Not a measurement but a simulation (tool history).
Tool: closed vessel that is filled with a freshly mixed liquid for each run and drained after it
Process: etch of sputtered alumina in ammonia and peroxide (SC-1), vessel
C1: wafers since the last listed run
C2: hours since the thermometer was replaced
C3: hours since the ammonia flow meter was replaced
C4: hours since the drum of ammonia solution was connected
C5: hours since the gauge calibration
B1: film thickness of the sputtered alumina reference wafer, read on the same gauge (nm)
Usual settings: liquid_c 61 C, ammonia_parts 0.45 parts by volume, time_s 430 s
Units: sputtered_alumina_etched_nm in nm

run 1 hour=0 | liquid_c=68.5 ammonia_parts=0.45 time_s=430 | C1=0 C2=1376.6 C3=383.2 C4=192.2 C5=132.9 | B1=89.99 | sputtered_alumina_etched_nm=64.19
run 2 hour=43.1 | liquid_c=68.5 ammonia_parts=0.45 time_s=430 | C1=3224 C2=1419.7 C3=426.3 C4=235.3 C5=176 | B1=90.03 | sputtered_alumina_etched_nm=63.93
run 3 hour=73.6 | liquid_c=68.5 ammonia_parts=0.45 time_s=430 | C1=2281 C2=1450.2 C3=456.8 C4=265.8 C5=206.5 | B1=89.99 | sputtered_alumina_etched_nm=65.54
run 4 hour=122.6 | liquid_c=61 ammonia_parts=0.45 time_s=430 | C1=3665 C2=1499.2 C3=505.8 C4=314.8 C5=255.5 | B1=90.01 | sputtered_alumina_etched_nm=43.29
run 5 hour=185.8 | liquid_c=67 ammonia_parts=0.3 time_s=430 | C1=4727 C2=1562.4 C3=569 C4=378 C5=318.7 | B1=89.99 | sputtered_alumina_etched_nm=55.78
-- hour=208.3 ammonia flow meter replaced
run 6 hour=246.3 | liquid_c=67 ammonia_parts=0.3 time_s=430 | C1=4450 C2=1622.9 C3=38 C4=438.5 C5=379.2 | B1=90.04 | sputtered_alumina_etched_nm=57.59
run 7 hour=309.7 | liquid_c=67 ammonia_parts=0.3 time_s=430 | C1=4742 C2=1686.3 C3=101.4 C4=501.9 C5=442.6 | B1=89.97 | sputtered_alumina_etched_nm=55.75
run 8 hour=358.6 | liquid_c=61 ammonia_parts=0.45 time_s=430 | C1=3657 C2=1735.2 C3=150.3 C4=550.8 C5=491.5 | B1=89.98 | sputtered_alumina_etched_nm=42.96
run 9 hour=422.9 | liquid_c=53 ammonia_parts=0.55 time_s=185 | C1=4809 C2=1799.5 C3=214.6 C4=615.1 C5=555.8 | B1=90.05 | sputtered_alumina_etched_nm=12.27
run 10 hour=472.9 | liquid_c=61 ammonia_parts=0.45 time_s=350 | C1=3740 C2=1849.5 C3=264.6 C4=665.1 C5=605.8 | B1=90.02 | sputtered_alumina_etched_nm=33.97
-- hour=526.3 new drum of ammonia solution connected
run 11 hour=534.7 | liquid_c=61 ammonia_parts=0.45 time_s=630 | C1=4548 C2=1911.3 C3=326.4 C4=8.4 C5=667.6 | B1=89.94 | sputtered_alumina_etched_nm=62.1
run 12 hour=596 | liquid_c=68 ammonia_parts=0.4 time_s=430 | C1=4585 C2=1972.6 C3=387.7 C4=69.7 C5=728.9 | B1=89.97 | sputtered_alumina_etched_nm=59.1
run 13 hour=660.5 | liquid_c=64 ammonia_parts=0.5 time_s=225 | C1=4824 C2=2037.1 C3=452.2 C4=134.2 C5=793.4 | B1=90 | sputtered_alumina_etched_nm=25.92
-- hour=665.2 gauge calibrated
-- hour=676 ammonia flow meter replaced
-- hour=683 thermometer replaced
run 14 hour=703.9 | liquid_c=56.5 ammonia_parts=0.55 time_s=430 | C1=3096 C2=20.9 C3=27.9 C4=177.6 C5=38.7 | B1=90.01 | sputtered_alumina_etched_nm=38.97
run 15 hour=749.7 | liquid_c=54 ammonia_parts=0.25 time_s=430 | C1=3426 C2=66.7 C3=73.7 C4=223.4 C5=84.5 | B1=90.01 | sputtered_alumina_etched_nm=31.97
run 16 hour=798.8 | liquid_c=61 ammonia_parts=0.45 time_s=430 | C1=3672 C2=115.8 C3=122.8 C4=272.5 C5=133.6 | B1=90.03 | sputtered_alumina_etched_nm=48.23
run 17 hour=855.3 | liquid_c=61 ammonia_parts=0.4 time_s=350 | C1=4226 C2=172.3 C3=179.3 C4=329 C5=190.1 | B1=89.99 | sputtered_alumina_etched_nm=38.8

Some steps in sputtered_alumina_etched_nm between neighbouring runs. How much of each would the tool show without its hidden state too (settings, what came in, random variation), and how much is left for the hidden state, with any gauge scatter that isn't in both results?
The hidden state here: liquid colder than its thermometer reads (K); ammonia flow below the setpoint (%); ammonia solution weaker than its label (%); gauge reads high (%).
Run 12 -> 13: liquid_c 68 -> 64, ammonia_parts 0.4 -> 0.5, time_s 430 -> 225. sputtered_alumina_etched_nm -33.18 nm: hidden state +4.43, all else -37.61.

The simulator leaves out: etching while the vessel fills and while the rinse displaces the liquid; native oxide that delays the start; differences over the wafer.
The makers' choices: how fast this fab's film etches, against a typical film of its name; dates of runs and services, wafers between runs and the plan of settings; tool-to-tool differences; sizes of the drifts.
